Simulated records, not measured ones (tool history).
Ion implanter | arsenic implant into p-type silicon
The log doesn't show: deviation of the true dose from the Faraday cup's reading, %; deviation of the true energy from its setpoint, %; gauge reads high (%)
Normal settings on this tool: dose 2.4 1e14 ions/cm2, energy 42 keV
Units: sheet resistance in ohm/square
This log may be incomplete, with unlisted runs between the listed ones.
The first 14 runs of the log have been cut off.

| run | hour | dose | energy | wafers since the last listed run | hours since the last dose calibration | hours since the extraction supply was calibrated | hours since the gauge calibration | read-back reference wafer on the same gauge, sheet resistance | sheet resistance |
|---|---|---|---|---|---|---|---|---|---|
| 15 | 907.9 | 2.4 | 42 | 594 | 128.1 | 496.2 | 2812.3 | 337.98 | 310.55 |
| 16 | 1008.5 | 2.4 | 42 | 1099 | 228.7 | 596.8 | 2912.9 | 337.91 | 311.18 |
|  | 1073.4 | gauge calibrated |
| 17 | 1114.6 | 2.4 | 46 | 1159 | 334.8 | 702.9 | 41.2 | 325.98 | 298 |
| 18 | 1156.4 | 1.84 | 42 | 456 | 376.6 | 744.7 | 83 | 326.27 | 363.37 |
| 19 | 1221.9 | 2.4 | 35.5 | 715 | 442.1 | 810.2 | 148.5 | 327.32 | 308.35 |
| 20 | 1338.5 | 2.83 | 52.5 | 1274 | 558.7 | 926.8 | 265.1 | 327.14 | 257.27 |
| 21 | 1441.1 | 2.4 | 42 | 1121 | 661.3 | 1029.4 | 367.7 | 327.53 | 301.67 |
| 22 | 1501.4 | 2.91 | 42 | 659 | 721.6 | 1089.7 | 428 | 327.22 | 262.49 |
| 23 | 1563.5 | 2.4 | 42 | 678 | 783.7 | 1151.8 | 490.1 | 327.81 | 302.48 |
| 24 | 1660.9 | 3.02 | 54.5 | 1064 | 881.1 | 1249.2 | 587.5 | 328.25 | 246.03 |
| 25 | 1729.7 | 1.91 | 29 | 751 | 949.9 | 1318 | 656.3 | 328.48 | 376.31 |
| 26 | 1803.5 | 3.11 | 42 | 806 | 1023.7 | 1391.8 | 730.1 | 328.94 | 250.75 |
| 27 | 1895.6 | 2.21 | 37 | 1006 | 1115.8 | 1483.9 | 822.2 | 329.01 | 329.12 |
| 28 | 2009.5 | 1.97 | 56 | 1244 | 1229.7 | 1597.8 | 936.1 | 329.48 | 331.87 |
| 29 | 2165.5 | 2.4 | 42 | 1705 | 1385.7 | 1753.8 | 1092.1 | 330.2 | 305.1 |
| 30 | 2215.8 | 2.79 | 42 | 549 | 1436 | 1804.1 | 1142.4 | 330.08 | 272.95 |
| 31 | 2264.7 | 2.21 | 37 | 534 | 1484.9 | 1853 | 1191.3 | 330.24 | 329.36 |
| 32 | 2308.9 | 2.16 | 55.5 | 483 | 1529.1 | 1897.2 | 1235.5 | 330.35 | 313.6 |
| 33 | 2358 | 2.4 | 42 | 536 | 1578.2 | 1946.3 | 1284.6 | 330.73 | 305.18 |
| 34 | 2402.5 | 2.2 | 55.5 | 486 | 1622.7 | 1990.8 | 1329.1 | 331.25 | 308.71 |
| 35 | 2444.8 | 2.87 | 32 | 462 | 1665 | 2033.1 | 1371.4 | 331.2 | 276.84 |
| 36 | 2490.5 | 2.07 | 30.5 | 499 | 1710.7 | 2078.8 | 1417.1 | 330.9 | 357.45 |
| 37 | 2535.7 | 2.4 | 42 | 494 | 1755.9 | 2124 | 1462.3 | 331.68 | 304.64 |
| 38 | 2604.4 | 2.16 | 32.5 | 750 | 1824.6 | 2192.7 | 1531 | 331.8 | 343.97 |

Each row is a separate what-if for the run after 38, all from the same tool condition, not one after another. Results?
| A | 2604.8 | 2.4 | 49.5 | 4 | 1825 | 2193.1 | 1531.4 | ? | ? |
| B | 2604.8 | 1.8 | 28.5 | 4 | 1825 | 2193.1 | 1531.4 | ? | ? |
| C | 2604.8 | 2.4 | 31.5 | 4 | 1825 | 2193.1 | 1531.4 | ? | ? |

| run | read-back reference wafer on the same gauge, sheet resistance | sheet resistance |
|---|---|---|
| A | 332.04 | 297.2 |
| B | 332.04 | 398.88 |
| C | 332.04 | 318.33 |
Stripped of hidden state, with their random variation kept, the same runs would have yielded:
| run | sheet resistance |
|---|---|
| A | 293.03 |
| B | 393.28 |
| C | 313.86 |
